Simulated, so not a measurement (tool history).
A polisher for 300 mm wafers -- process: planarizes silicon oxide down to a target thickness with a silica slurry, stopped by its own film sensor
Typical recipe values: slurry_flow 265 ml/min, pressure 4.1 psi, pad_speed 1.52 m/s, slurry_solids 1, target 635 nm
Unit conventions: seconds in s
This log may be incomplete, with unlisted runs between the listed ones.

run,day,slurry_flow,pressure,pad_speed,slurry_solids,target,"incoming thickness of the incoming film, nm",seconds
1,0,265,4.1,1.52,1,635,1181.1,121.2
2,0.625,265,4.1,1.52,1,575,1171.2,136.5
3,1.042,265,4.1,1.52,1,575,1167.6,135.1
4,1.512,265,5.1,1.52,1,635,1176.3,99.1
# day 1.733: slurry blender recalibrated
5,1.929,265,4.1,1.52,0.8,635,1192,141.6
6,2.408,235,4.1,1.52,1,635,1166.9,123.6
# day 2.767: slurry nozzle cleaned
7,2.788,265,4.1,1.36,1,635,1183.7,136.7
8,3.358,265,4.1,1.52,0.85,559,1178.4,153
# day 4.458: head pressure recalibrated
9,4.496,265,4.6,1.76,0.85,738,1186.3,95.7
10,5.412,265,4.5,1.52,1,635,1184.8,123.6
11,6.117,265,4.1,1.52,1.1,635,1157.4,124.8
12,6.804,330,4.1,1.1,1,635,1197.3,172.4
# day 7.721: worn pad replaced by a new one
# day 7.904: slurry blender recalibrated
13,8.412,265,4.1,1.52,1,635,1184.6,132.6
# day 9.083: conditioning disc replaced and pad reconditioned
14,10.2,265,4.8,1.52,1,635,1160.5,108.9
15,10.517,265,4.1,1.52,1.3,635,1188.2,117.2
16,10.796,265,4.1,2.04,1.1,559,1168.4,110
17,11.142,265,4.5,1.52,1.25,635,1192.8,106.5
18,11.858,265,3.7,1.84,0.7,635,1159.8,142.7
19,12.267,265,4.1,1.52,1,635,1186.5,126
20,12.529,265,4.1,1.52,1,635,1191.5,128.5
# day 13.162: slurry nozzle cleaned
21,13.183,265,4.1,1.52,1,635,1186.7,130.7
22,13.792,265,4.1,1.52,1,635,1203.8,132.7
23,14.233,265,4.1,1.52,1,635,1166.9,122.4
24,14.775,210,4.1,1.52,1,635,1169.3,127.9
25,15.104,265,4.8,1.28,1,635,1179.9,127.4
# day 15.758: worn pad replaced by a new one
26,15.829,230,4.1,1.52,1,635,1188.4,130.6

4 ways to go on from here, each from the tool as it stands after run 26. What would each give?
A,15.85,265,3.2,1.52,1,635,1177.6,?
B,15.85,265,4.1,1.52,0.7,635,1177.6,?
C,15.85,265,4.7,1.52,0.85,635,1177.6,?
D,15.85,330,4.1,1.52,1,635,1177.6,?

run,seconds
A,161.6
B,153.4
C,119.6
D,123.8
Without the tool's unlogged condition, the same runs would have read:
run,seconds
A,175.4
B,166.6
C,129.9
D,134.4
